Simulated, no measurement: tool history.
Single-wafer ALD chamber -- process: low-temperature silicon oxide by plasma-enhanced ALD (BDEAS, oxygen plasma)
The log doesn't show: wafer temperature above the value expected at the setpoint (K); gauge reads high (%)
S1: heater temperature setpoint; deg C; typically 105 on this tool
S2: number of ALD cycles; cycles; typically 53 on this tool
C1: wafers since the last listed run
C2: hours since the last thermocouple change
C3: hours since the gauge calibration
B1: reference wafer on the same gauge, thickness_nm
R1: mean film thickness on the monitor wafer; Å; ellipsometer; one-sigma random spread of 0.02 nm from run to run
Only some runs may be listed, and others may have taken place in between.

run 1 day=0 | S1=105 S2=53 | C1=0 C2=1644.4 C3=188.7 | B1=6.308 | R1=79
run 2 day=1.608 | S1=105 S2=53 | C1=219 C2=1683 C3=227.3 | B1=6.312 | R1=78.67
run 3 day=3.062 | S1=105 S2=48 | C1=198 C2=1717.9 C3=262.2 | B1=6.314 | R1=71.39
run 4 day=4.796 | S1=105 S2=53 | C1=236 C2=1759.5 C3=303.8 | B1=6.31 | R1=78.77
run 5 day=6.446 | S1=105 S2=53 | C1=225 C2=1799.1 C3=343.4 | B1=6.309 | R1=79
run 6 day=8.033 | S1=105 S2=53 | C1=216 C2=1837.2 C3=381.5 | B1=6.313 | R1=78.98
run 7 day=10.358 | S1=115 S2=53 | C1=317 C2=1893 C3=437.3 | B1=6.312 | R1=77.06
-- day=16.492 thermocouple changed; heater temperature recalibrated
run 8 day=17.762 | S1=98 S2=63 | C1=964 C2=30.5 C3=615 | B1=6.308 | R1=95.29
run 9 day=19.288 | S1=97 S2=43 | C1=208 C2=67.1 C3=651.6 | B1=6.315 | R1=65.09
run 10 day=20.292 | S1=116 S2=59 | C1=136 C2=91.2 C3=675.7 | B1=6.312 | R1=86.42
run 11 day=23.079 | S1=99 S2=57 | C1=380 C2=158.1 C3=742.6 | B1=6.31 | R1=85.73
-- day=23.467 gauge calibrated
run 12 day=25.012 | S1=105 S2=64 | C1=263 C2=204.5 C3=37.1 | B1=6.304 | R1=95.32
run 13 day=28.858 | S1=105 S2=53 | C1=524 C2=296.8 C3=129.4 | B1=6.316 | R1=78.95
run 14 day=31.796 | S1=110 S2=53 | C1=400 C2=367.3 C3=199.9 | B1=6.309 | R1=78.06

Predict each of these 4 candidate next runs independently; none follows another, all start after run 14:
run A day=31.817 | S1=105 S2=44 | C1=2 C2=367.8 C3=200.4 | B1=? | R1=?
run B day=31.817 | S1=99 S2=61 | C1=2 C2=367.8 C3=200.4 | B1=? | R1=?
run C day=31.817 | S1=120 S2=48 | C1=2 C2=367.8 C3=200.4 | B1=? | R1=?
run D day=31.817 | S1=91 S2=50 | C1=2 C2=367.8 C3=200.4 | B1=? | R1=?

run=A B1=6.311 R1=65.36
run=B B1=6.311 R1=91.53
run=C B1=6.311 R1=69.59
run=D B1=6.311 R1=76.93
Without the tool's unlogged condition, the same runs would have read:
run=A R1=65.36
run=B R1=91.53
run=C R1=69.59
run=D R1=76.93
